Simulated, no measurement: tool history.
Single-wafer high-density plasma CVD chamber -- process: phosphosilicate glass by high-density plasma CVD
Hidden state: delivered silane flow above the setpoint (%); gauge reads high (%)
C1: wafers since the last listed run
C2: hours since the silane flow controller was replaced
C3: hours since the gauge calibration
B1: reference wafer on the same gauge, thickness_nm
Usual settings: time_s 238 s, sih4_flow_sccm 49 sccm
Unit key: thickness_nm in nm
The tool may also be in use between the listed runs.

{"run": 1, "hour": 0.0, "time_s": 238, "sih4_flow_sccm": 42, "C1": 0, "C2": 2284.4, "C3": 17.9, "B1": 1200.568, "thickness_nm": 1093.95}
{"run": 2, "hour": 48.7, "time_s": 238, "sih4_flow_sccm": 42, "C1": 347, "C2": 2333.1, "C3": 66.6, "B1": 1200.31, "thickness_nm": 1086.753}
{"run": 3, "hour": 60.5, "time_s": 254, "sih4_flow_sccm": 44, "C1": 84, "C2": 2344.9, "C3": 78.4, "B1": 1199.649, "thickness_nm": 1228.614}
{"run": 4, "hour": 72.6, "time_s": 254, "sih4_flow_sccm": 44, "C1": 86, "C2": 2357.0, "C3": 90.5, "B1": 1201.537, "thickness_nm": 1224.242}
{"run": 5, "hour": 90.3, "time_s": 254, "sih4_flow_sccm": 44, "C1": 126, "C2": 2374.7, "C3": 108.2, "B1": 1199.984, "thickness_nm": 1226.668}
{"run": 6, "hour": 97.5, "time_s": 238, "sih4_flow_sccm": 49, "C1": 51, "C2": 2381.9, "C3": 115.4, "B1": 1198.71, "thickness_nm": 1283.207}
{"run": 7, "hour": 112.5, "time_s": 238, "sih4_flow_sccm": 49, "C1": 107, "C2": 2396.9, "C3": 130.4, "B1": 1199.139, "thickness_nm": 1274.674}
{"run": 8, "hour": 129.1, "time_s": 238, "sih4_flow_sccm": 49, "C1": 118, "C2": 2413.5, "C3": 147.0, "B1": 1199.642, "thickness_nm": 1277.563}
{"run": 9, "hour": 136.6, "time_s": 238, "sih4_flow_sccm": 49, "C1": 53, "C2": 2421.0, "C3": 154.5, "B1": 1200.401, "thickness_nm": 1281.955}
{"run": 10, "hour": 147.4, "time_s": 238, "sih4_flow_sccm": 49, "C1": 77, "C2": 2431.8, "C3": 165.3, "B1": 1200.433, "thickness_nm": 1278.567}
{"run": 11, "hour": 164.7, "time_s": 238, "sih4_flow_sccm": 49, "C1": 123, "C2": 2449.1, "C3": 182.6, "B1": 1200.281, "thickness_nm": 1286.008}
{"run": 12, "hour": 179.2, "time_s": 238, "sih4_flow_sccm": 49, "C1": 103, "C2": 2463.6, "C3": 197.1, "B1": 1200.788, "thickness_nm": 1283.536}
{"run": 13, "hour": 191.7, "time_s": 272, "sih4_flow_sccm": 49, "C1": 89, "C2": 2476.1, "C3": 209.6, "B1": 1201.11, "thickness_nm": 1460.889}
{"hour": 205.1, "done": "silane flow controller replaced"}
{"run": 14, "hour": 205.6, "time_s": 272, "sih4_flow_sccm": 49, "C1": 42, "C2": 0.5, "C3": 223.5, "B1": 1199.094, "thickness_nm": 1368.058}
{"run": 15, "hour": 216.3, "time_s": 238, "sih4_flow_sccm": 41, "C1": 76, "C2": 11.2, "C3": 234.2, "B1": 1200.591, "thickness_nm": 997.735}
{"run": 16, "hour": 228.9, "time_s": 238, "sih4_flow_sccm": 41, "C1": 90, "C2": 23.8, "C3": 246.8, "B1": 1199.635, "thickness_nm": 1001.599}
{"run": 17, "hour": 245.5, "time_s": 238, "sih4_flow_sccm": 41, "C1": 118, "C2": 40.4, "C3": 263.4, "B1": 1199.621, "thickness_nm": 997.698}
{"run": 18, "hour": 261.7, "time_s": 238, "sih4_flow_sccm": 49, "C1": 115, "C2": 56.6, "C3": 279.6, "B1": 1200.294, "thickness_nm": 1195.507}
{"run": 19, "hour": 273.0, "time_s": 238, "sih4_flow_sccm": 49, "C1": 80, "C2": 67.9, "C3": 290.9, "B1": 1201.691, "thickness_nm": 1201.47}
{"run": 20, "hour": 288.2, "time_s": 238, "sih4_flow_sccm": 49, "C1": 108, "C2": 83.1, "C3": 306.1, "B1": 1201.138, "thickness_nm": 1199.072}
{"run": 21, "hour": 302.8, "time_s": 238, "sih4_flow_sccm": 49, "C1": 104, "C2": 97.7, "C3": 320.7, "B1": 1199.797, "thickness_nm": 1202.068}
{"run": 22, "hour": 310.0, "time_s": 274, "sih4_flow_sccm": 59, "C1": 51, "C2": 104.9, "C3": 327.9, "B1": 1199.255, "thickness_nm": 1657.537}
{"hour": 315.9, "done": "gauge calibrated"}
{"run": 23, "hour": 326.4, "time_s": 238, "sih4_flow_sccm": 49, "C1": 117, "C2": 121.3, "C3": 10.5, "B1": 1199.367, "thickness_nm": 1198.834}
{"run": 24, "hour": 340.7, "time_s": 238, "sih4_flow_sccm": 49, "C1": 102, "C2": 135.6, "C3": 24.8, "B1": 1200.443, "thickness_nm": 1197.245}
{"run": 25, "hour": 371.3, "time_s": 238, "sih4_flow_sccm": 49, "C1": 218, "C2": 166.2, "C3": 55.4, "B1": 1200.382, "thickness_nm": 1190.701}
{"run": 26, "hour": 389.1, "time_s": 199, "sih4_flow_sccm": 55, "C1": 127, "C2": 184.0, "C3": 73.2, "B1": 1199.843, "thickness_nm": 1125.238}
{"run": 27, "hour": 402.3, "time_s": 225, "sih4_flow_sccm": 45, "C1": 94, "C2": 197.2, "C3": 86.4, "B1": 1199.235, "thickness_nm": 1034.003}
{"run": 28, "hour": 409.2, "time_s": 219, "sih4_flow_sccm": 52, "C1": 49, "C2": 204.1, "C3": 93.3, "B1": 1200.85, "thickness_nm": 1171.011}
{"run": 29, "hour": 426.9, "time_s": 264, "sih4_flow_sccm": 44, "C1": 126, "C2": 221.8, "C3": 111.0, "B1": 1200.907, "thickness_nm": 1197.885}
{"run": 30, "hour": 435.2, "time_s": 238, "sih4_flow_sccm": 45, "C1": 59, "C2": 230.1, "C3": 119.3, "B1": 1201.681, "thickness_nm": 1102.372}
{"run": 31, "hour": 448.1, "time_s": 238, "sih4_flow_sccm": 52, "C1": 92, "C2": 243.0, "C3": 132.2, "B1": 1200.127, "thickness_nm": 1267.331}
{"run": 32, "hour": 455.6, "time_s": 275, "sih4_flow_sccm": 58, "C1": 53, "C2": 250.5, "C3": 139.7, "B1": 1200.193, "thickness_nm": 1640.39}
{"run": 33, "hour": 466.0, "time_s": 238, "sih4_flow_sccm": 49, "C1": 74, "C2": 260.9, "C3": 150.1, "B1": 1200.15, "thickness_nm": 1194.06}
{"run": 34, "hour": 472.7, "time_s": 279, "sih4_flow_sccm": 49, "C1": 47, "C2": 267.6, "C3": 156.8, "B1": 1199.655, "thickness_nm": 1405.534}
{"run": 35, "hour": 487.3, "time_s": 222, "sih4_flow_sccm": 42, "C1": 104, "C2": 282.2, "C3": 171.4, "B1": 1201.23, "thickness_nm": 954.454}
{"run": 36, "hour": 505.1, "time_s": 220, "sih4_flow_sccm": 46, "C1": 127, "C2": 300.0, "C3": 189.2, "B1": 1199.897, "thickness_nm": 1043.178}
{"run": 37, "hour": 520.7, "time_s": 277, "sih4_flow_sccm": 40, "C1": 111, "C2": 315.6, "C3": 204.8, "B1": 1199.152, "thickness_nm": 1138.814}
{"run": 38, "hour": 527.5, "time_s": 253, "sih4_flow_sccm": 43, "C1": 48, "C2": 322.4, "C3": 211.6, "B1": 1200.542, "thickness_nm": 1116.475}
{"run": 39, "hour": 542.1, "time_s": 270, "sih4_flow_sccm": 57, "C1": 104, "C2": 337.0, "C3": 226.2, "B1": 1199.477, "thickness_nm": 1585.938}
{"run": 40, "hour": 549.6, "time_s": 238, "sih4_flow_sccm": 49, "C1": 53, "C2": 344.5, "C3": 233.7, "B1": 1199.554, "thickness_nm": 1202.473}
{"run": 41, "hour": 559.7, "time_s": 238, "sih4_flow_sccm": 49, "C1": 72, "C2": 354.6, "C3": 243.8, "B1": 1199.158, "thickness_nm": 1199.469}
{"run": 42, "hour": 608.2, "time_s": 264, "sih4_flow_sccm": 42, "C1": 346, "C2": 403.1, "C3": 292.3, "B1": 1199.382, "thickness_nm": 1136.958}
{"run": 43, "hour": 618.6, "time_s": 284, "sih4_flow_sccm": 58, "C1": 74, "C2": 413.5, "C3": 302.7, "B1": 1199.496, "thickness_nm": 1704.967}

Predict each of these 5 candidate next runs independently; none follows another, all start after run 43:
{"run": "A", "hour": 619.1, "time_s": 238, "sih4_flow_sccm": 49, "C1": 3, "C2": 414.0, "C3": 303.2, "B1": "?", "thickness_nm": "?"}
{"run": "B", "hour": 619.1, "time_s": 266, "sih4_flow_sccm": 44, "C1": 3, "C2": 414.0, "C3": 303.2, "B1": "?", "thickness_nm": "?"}
{"run": "C", "hour": 619.1, "time_s": 220, "sih4_flow_sccm": 54, "C1": 3, "C2": 414.0, "C3": 303.2, "B1": "?", "thickness_nm": "?"}
{"run": "D", "hour": 619.1, "time_s": 203, "sih4_flow_sccm": 55, "C1": 3, "C2": 414.0, "C3": 303.2, "B1": "?", "thickness_nm": "?"}
{"run": "E", "hour": 619.1, "time_s": 212, "sih4_flow_sccm": 54, "C1": 3, "C2": 414.0, "C3": 303.2, "B1": "?", "thickness_nm": "?"}

run=A B1=1200.521 thickness_nm=1195.102
run=B B1=1200.521 thickness_nm=1199.406
run=C B1=1200.521 thickness_nm=1217.442
run=D B1=1200.521 thickness_nm=1144.170
run=E B1=1200.521 thickness_nm=1173.172
Stripped of hidden state, with their random variation kept, the same runs would have yielded:
run=A thickness_nm=1203.146
run=B thickness_nm=1207.479
run=C thickness_nm=1225.636
run=D thickness_nm=1151.871
run=E thickness_nm=1181.068
